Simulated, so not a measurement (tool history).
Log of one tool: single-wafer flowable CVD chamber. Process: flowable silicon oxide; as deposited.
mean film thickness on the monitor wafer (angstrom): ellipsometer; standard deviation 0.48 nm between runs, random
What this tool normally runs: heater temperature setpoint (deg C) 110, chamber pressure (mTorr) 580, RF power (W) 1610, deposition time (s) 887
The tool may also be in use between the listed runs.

run	day	heater temperature setpoint (deg C)	chamber pressure (mTorr)	RF power (W)	deposition time (s)	wafers since the last listed run	hours since the last thermocouple change	hours since the last RF generator calibration	hours since the last manometer calibration	hours since the showerhead was replaced	hours since the gauge calibration	read-back reference wafer on the same gauge, thickness_nm	mean film thickness on the monitor wafer (angstrom)
1	0	110	580	1610	887	0	644.5	1311.7	678.2	3418.8	1228.7	206.941	2245.84
2	1.229	110	580	1610	887	74	674	1341.2	707.7	3448.3	1258.2	207.032	2230.35
3	3.508	116	580	1610	887	138	728.7	1395.9	762.4	3503	1312.9	206.956	1809.38
4	5.733	116	580	1610	887	135	782.1	1449.3	815.8	3556.4	1366.3	206.961	1811.07
# day 6.671: showerhead replaced, of another model than before
5	6.779	116	580	1610	887	43	807.2	1474.4	840.9	2.6	1391.4	207.035	1810.3
6	7.788	115	580	1610	887	61	831.4	1498.6	865.1	26.8	1415.6	206.965	1865.44
7	9.696	115	580	1610	887	115	877.2	1544.4	910.9	72.6	1461.4	206.769	1877.59
8	12.679	115	580	1610	887	181	948.8	1616	982.5	144.2	1533	207.008	1869.69
9	14.096	101	580	1850	887	86	982.8	1650	1016.5	178.2	1567	207.157	3304.26
10	16.783	110	580	1610	716	163	1047.3	1714.5	1081	242.7	1631.5	206.846	1809.14
11	19.212	110	580	1610	785	147	1105.6	1772.8	1139.3	301	1689.8	207.153	1978.54
12	21.904	106	446	1610	1053	163	1170.2	1837.4	1203.9	365.6	1754.4	206.746	2721.12
# day 23.471: thermocouple changed; heater temperature recalibrated
# day 23.946: gauge calibrated
13	24.888	110	458	1610	887	160	34	1909	1275.5	437.2	22.6	207.028	1985.2
14	27.158	116	580	1610	887	137	88.5	1963.5	1330	491.7	77.1	207.258	1813.46
# day 27.608: RF generator calibrated
15	29.962	110	580	1815	1013	150	155.8	56.5	1397.3	559	144.4	206.954	2683.57
16	31.267	110	580	1610	887	79	187.1	87.8	1428.6	590.3	175.7	206.825	2243.96
17	34.162	110	580	1500	739	175	256.6	157.3	1498.1	659.8	245.2	207.046	1814.78
18	36.104	110	580	1775	887	117	303.2	203.9	1544.7	706.4	291.8	206.925	2323.18
19	37.433	106	580	1795	887	80	335.1	235.8	1576.6	738.3	323.7	206.813	2724.97
20	40.429	110	580	1610	1051	181	407	307.7	1648.5	810.2	395.6	207.151	2663.44
21	42.596	110	580	1610	1022	131	459	359.7	1700.5	862.2	447.6	207.152	2586.51
# day 43.842: capacitance manometer re-zeroed and calibrated
22	45.083	110	580	1735	1051	130	518.7	419.4	29.8	921.9	507.3	206.8	2722.75
23	46.362	110	580	1610	887	77	549.4	450.1	60.5	952.6	538	206.938	2239.22
24	47.962	123	580	1610	887	97	587.8	488.5	98.9	991	576.4	207.001	1439.62
25	56.079	114	647	1610	887	492	782.6	683.3	293.7	1185.8	771.2	206.916	2054.45
26	58.054	125	491	1610	794	119	830	730.7	341.1	1233.2	818.6	207.092	1115.17
27	60.433	120	459	1295	799	144	887.1	787.8	398.2	1290.3	875.7	207.148	1120.29

Alternative continuations, all from the tool just after run 27; predict every row:
A	60.458	110	580	1610	887	1	887.7	788.4	398.8	1290.9	876.3	?	?
B	60.458	110	437	1610	726	1	887.7	788.4	398.8	1290.9	876.3	?	?
C	60.458	110	492	1610	887	1	887.7	788.4	398.8	1290.9	876.3	?	?
D	60.458	114	580	1610	953	1	887.7	788.4	398.8	1290.9	876.3	?	?
E	60.458	97	580	1610	887	1	887.7	788.4	398.8	1290.9	876.3	?	?

run	read-back reference wafer on the same gauge, thickness_nm	mean film thickness on the monitor wafer (angstrom)
A	207.144	2235.4
B	207.144	1593.76
C	207.144	2056.66
D	207.144	2082.59
E	207.144	3651.71
What these runs would have given with no unlogged condition in the tool:
run	mean film thickness on the monitor wafer (angstrom)
A	2232.32
B	1591.56
C	2053.82
D	2079.72
E	3646.67
